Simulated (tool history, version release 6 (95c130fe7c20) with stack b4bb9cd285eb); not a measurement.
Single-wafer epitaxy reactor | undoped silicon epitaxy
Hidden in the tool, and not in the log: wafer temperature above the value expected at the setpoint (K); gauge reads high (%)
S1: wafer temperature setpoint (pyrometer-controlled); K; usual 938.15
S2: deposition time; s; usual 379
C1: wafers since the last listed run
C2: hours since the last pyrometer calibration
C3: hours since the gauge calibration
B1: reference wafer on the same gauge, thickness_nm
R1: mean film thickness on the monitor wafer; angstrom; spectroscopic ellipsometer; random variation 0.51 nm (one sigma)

run 1 hour=0 | S1=948.15 S2=379 | C1=0 C2=440.8 C3=215.6 | B1=111.933 | R1=1258.8
run 2 hour=62.7 | S1=948.15 S2=379 | C1=405 C2=503.5 C3=278.3 | B1=111.983 | R1=1253.86
run 3 hour=92.9 | S1=931.15 S2=342 | C1=195 C2=533.7 C3=308.5 | B1=111.972 | R1=782.53
run 4 hour=132.9 | S1=931.15 S2=342 | C1=258 C2=573.7 C3=348.5 | B1=111.979 | R1=786.35
run 5 hour=171.6 | S1=931.15 S2=342 | C1=250 C2=612.4 C3=387.2 | B1=112.066 | R1=782.27
run 6 hour=205.2 | S1=938.15 S2=379 | C1=217 C2=646 C3=420.8 | B1=111.99 | R1=1005.35
run 7 hour=247.8 | S1=938.15 S2=379 | C1=275 C2=688.6 C3=463.4 | B1=111.946 | R1=1008.54
run 8 hour=273.2 | S1=938.15 S2=379 | C1=164 C2=714 C3=488.8 | B1=111.987 | R1=1012.77
run 9 hour=308.3 | S1=950.15 S2=341 | C1=227 C2=749.1 C3=523.9 | B1=111.963 | R1=1171.82
run 10 hour=357.5 | S1=938.15 S2=379 | C1=318 C2=798.3 C3=573.1 | B1=111.974 | R1=1013.01
-- hour=387.1 pyrometer calibrated
run 11 hour=428.7 | S1=931.15 S2=425 | C1=408 C2=41.6 C3=644.3 | B1=111.86 | R1=976.37
run 12 hour=553.4 | S1=926.15 S2=379 | C1=806 C2=166.3 C3=769 | B1=111.833 | R1=782.45
-- hour=572.3 gauge calibrated
run 13 hour=579.8 | S1=938.15 S2=427 | C1=170 C2=192.7 C3=7.5 | B1=112.09 | R1=1139.01
run 14 hour=647.4 | S1=931.15 S2=448 | C1=437 C2=260.3 C3=75.1 | B1=111.909 | R1=1024.46
run 15 hour=687 | S1=944.15 S2=447 | C1=256 C2=299.9 C3=114.7 | B1=111.98 | R1=1351.98
run 16 hour=728 | S1=938.15 S2=379 | C1=265 C2=340.9 C3=155.7 | B1=112.092 | R1=1022.79

Forecast each of these 4 alternatives for the next run:
run A hour=728.5 | S1=938.15 S2=414 | C1=3 C2=341.4 C3=156.2 | B1=? | R1=?
run B hour=728.5 | S1=951.15 S2=344 | C1=3 C2=341.4 C3=156.2 | B1=? | R1=?
run C hour=728.5 | S1=927.15 S2=348 | C1=3 C2=341.4 C3=156.2 | B1=? | R1=?
run D hour=728.5 | S1=930.15 S2=319 | C1=3 C2=341.4 C3=156.2 | B1=? | R1=?

run=A B1=112.001 R1=1107.92
run=B B1=112.001 R1=1211.71
run=C B1=112.001 R1=733.6
run=D B1=112.001 R1=718.09
Without the tool's hidden state the same runs would have given:
run=A R1=1107.92
run=B R1=1211.71
run=C R1=733.6
run=D R1=718.09
